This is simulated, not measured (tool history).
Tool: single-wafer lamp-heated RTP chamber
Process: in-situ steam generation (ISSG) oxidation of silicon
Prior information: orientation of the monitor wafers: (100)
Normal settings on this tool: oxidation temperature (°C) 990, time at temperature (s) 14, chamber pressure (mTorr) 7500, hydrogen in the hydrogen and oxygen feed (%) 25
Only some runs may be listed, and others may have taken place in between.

run,hour,oxidation temperature (°C),time at temperature (s),chamber pressure (mTorr),hydrogen in the hydrogen and oxygen feed (%),"read-back reference wafer on the same gauge, thickness",oxide thickness on the monitor wafer (angstrom)
1,0,990,15,7500,25,4.685,46.74
2,40.6,990,17,7500,25,4.692,49.83
3,89.4,990,17,7500,25,4.692,49.46
4,146.8,990,17,7500,25,4.695,49.94
5,295.1,990,14,7500,25,4.691,46.25
6,350.5,983,14,7500,25,4.689,45.02
7,419.4,983,14,7500,25,4.693,45.13
8,451.9,990,17,7500,25,4.695,50.66
# hour 486: pyrometer window cleaned and pyrometer calibrated
9,489.5,1004,18,6900,31,4.687,55.89
# hour 499.2: gauge calibrated
10,535.3,979,14,7500,25,4.692,43.5
# hour 638: pressure gauge zeroed
# hour 718.9: hydrogen flow controller replaced
11,750.1,990,17,7500,25,4.693,49.56
12,792.1,973,11,7500,30,4.695,41.27
13,860.7,990,14,6900,25,4.688,45.88
14,929.7,990,14,7500,25,4.688,45.98
15,980,990,19,7500,32,4.685,56.69

Below are 3 alternative next runs, each starting from the tool's condition after run 15. Predict each:
A,980.5,990,14,7500,25,?,?
B,980.5,990,14,8700,25,?,?
C,980.5,990,9,7500,25,?,?

run,"read-back reference wafer on the same gauge, thickness",oxide thickness on the monitor wafer (angstrom)
A,4.692,46.29
B,4.692,45.98
C,4.692,38.54
With the hidden condition removed and each run's random variation left untouched, the same runs would have given:
run,oxide thickness on the monitor wafer (angstrom)
A,45.23
B,44.93
C,37.8

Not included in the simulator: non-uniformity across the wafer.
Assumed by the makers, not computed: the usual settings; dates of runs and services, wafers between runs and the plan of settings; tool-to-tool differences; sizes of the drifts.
